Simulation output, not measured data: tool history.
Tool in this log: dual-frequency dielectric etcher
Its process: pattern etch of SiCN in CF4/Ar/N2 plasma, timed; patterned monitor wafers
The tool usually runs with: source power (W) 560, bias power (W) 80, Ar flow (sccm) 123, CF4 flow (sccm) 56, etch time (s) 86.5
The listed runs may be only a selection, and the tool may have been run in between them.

run,hour,source power (W),bias power (W),Ar flow (sccm),CF4 flow (sccm),etch time (s),"read-back reference wafer on the same gauge, depth_nm",mean etch depth across the wafer (angstrom)
1,0.0,480,96,123,62,86.5,73.3,792
2,46.1,560,80,123,56,86.5,73.3,808
# hour 89.5: wet clean of the chamber
# hour 162.4: gauge calibrated
3,198.8,560,80,123,56,86.5,73.3,806
4,254.3,560,91,144,56,72.5,73.3,680
5,357.5,560,93,123,56,62.0,73.4,599
6,446.5,560,80,123,56,86.5,73.3,807
7,533.6,680,80,123,62,86.5,73.3,916
8,631.7,560,80,123,64,86.5,73.3,822
9,718.1,560,80,123,56,86.5,73.3,811
10,755.9,560,80,123,56,86.5,73.3,806
# hour 788.5: Ar flow controller replaced
# hour 815.4: wet clean of the chamber
11,815.9,640,74,135,48,86.5,73.3,818
# hour 882.6: CF4 flow controller replaced
12,896.4,560,80,123,56,109.5,73.3,1018
13,996.2,650,97,123,56,111.0,73.4,1186
14,1097.5,560,80,123,47,86.5,73.3,788
15,1173.3,560,80,123,56,86.5,73.3,809
16,1215.7,560,91,144,56,72.5,73.3,679
17,1284.2,500,80,151,56,86.5,73.2,725
# hour 1303.1: bias power generator calibrated
18,1373.5,560,80,123,56,86.5,73.3,811
19,1458.7,500,75,123,63,93.0,73.3,811
# hour 1507.8: wet clean of the chamber
20,1549.9,560,60,123,56,86.5,73.3,759
21,1622.1,560,80,95,56,86.5,73.3,870
22,1658.4,500,80,123,56,86.5,73.3,765

Here are 3 independent what-if runs from the current tool condition. What would each one return?
A,1658.8,560,80,123,69,86.5,?,?
B,1658.8,560,80,107,56,86.5,?,?
C,1658.8,560,85,123,56,86.5,?,?

run,"read-back reference wafer on the same gauge, depth_nm",mean etch depth across the wafer (angstrom)
A,73.3,832
B,73.3,837
C,73.3,822
With the hidden condition removed and each run's random variation left untouched, the same runs would have given:
run,mean etch depth across the wafer (angstrom)
A,832
B,837
C,822
